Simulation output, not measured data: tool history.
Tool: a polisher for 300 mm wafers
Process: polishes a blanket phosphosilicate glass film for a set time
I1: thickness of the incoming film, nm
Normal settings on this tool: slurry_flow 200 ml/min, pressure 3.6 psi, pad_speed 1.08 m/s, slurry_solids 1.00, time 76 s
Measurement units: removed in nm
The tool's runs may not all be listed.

Run 1, hour 0.0: usual settings but slurry_flow 255 ml/min; I1 2250.7. Result: removed 893.7 nm.
Run 2, hour 100.2: usual settings but slurry_flow 255 ml/min; I1 2282.6. Result: removed 879.8 nm.
At hour 137.9: worn pad replaced by a new one.
Run 3, hour 188.1: usual settings but pressure 4.8 psi, slurry_solids 0.85; I1 2244.2. Result: removed 946.5 nm.
At hour 211.5: slurry blender recalibrated.
At hour 255.2: conditioning disc replaced and pad reconditioned.
Run 4, hour 257.7: usual settings; I1 2201.7. Result: removed 883.0 nm.
Run 5, hour 332.9: usual settings but slurry_flow 165 ml/min; I1 2285.9. Result: removed 855.6 nm.
Run 6, hour 426.6: usual settings but pad_speed 1.20 m/s, slurry_solids 0.80; I1 2235.4. Result: removed 850.2 nm.
Run 7, hour 493.7: usual settings but slurry_flow 150 ml/min, pad_speed 0.86 m/s, time 91 s; I1 2248.1. Result: removed 893.7 nm.
Run 8, hour 581.6: usual settings; I1 2230.0. Result: removed 877.8 nm.
Run 9, hour 634.3: usual settings; I1 2231.8. Result: removed 873.9 nm.
At hour 656.1: slurry nozzle cleaned.
Run 10, hour 709.4: usual settings; I1 2222.9. Result: removed 850.8 nm.
At hour 722.5: worn pad replaced by a new one.
Run 11, hour 791.9: usual settings but slurry_solids 0.75; I1 2283.6. Result: removed 762.9 nm.
At hour 795.9: slurry blender recalibrated.
At hour 852.7: head pressure recalibrated.
Run 12, hour 854.4: usual settings; I1 2288.1. Result: removed 873.5 nm.
At hour 901.1: conditioning disc replaced and pad reconditioned.
Run 13, hour 921.9: usual settings but pressure 4.7 psi, pad_speed 0.82 m/s, slurry_solids 1.30; I1 2225.4. Result: removed 995.8 nm.
Run 14, hour 1003.1: usual settings but slurry_flow 180 ml/min, pad_speed 1.32 m/s; I1 2263.5. Result: removed 942.2 nm.
Run 15, hour 1085.6: usual settings but pressure 4.6 psi; I1 2242.8. Result: removed 1017.4 nm.
Run 16, hour 1121.8: usual settings; I1 2284.5. Result: removed 881.0 nm.

Run 17, settings as shown, results not yet in. Your forecast:
Run 17, hour 1208.3: usual settings; I1 2217.4. Result: removed ?.

Run 17 measured removed 860.9 nm.
Take away the tool's hidden state, keep the run-to-run variation as it was, and the same run would have given removed 879.3 nm.

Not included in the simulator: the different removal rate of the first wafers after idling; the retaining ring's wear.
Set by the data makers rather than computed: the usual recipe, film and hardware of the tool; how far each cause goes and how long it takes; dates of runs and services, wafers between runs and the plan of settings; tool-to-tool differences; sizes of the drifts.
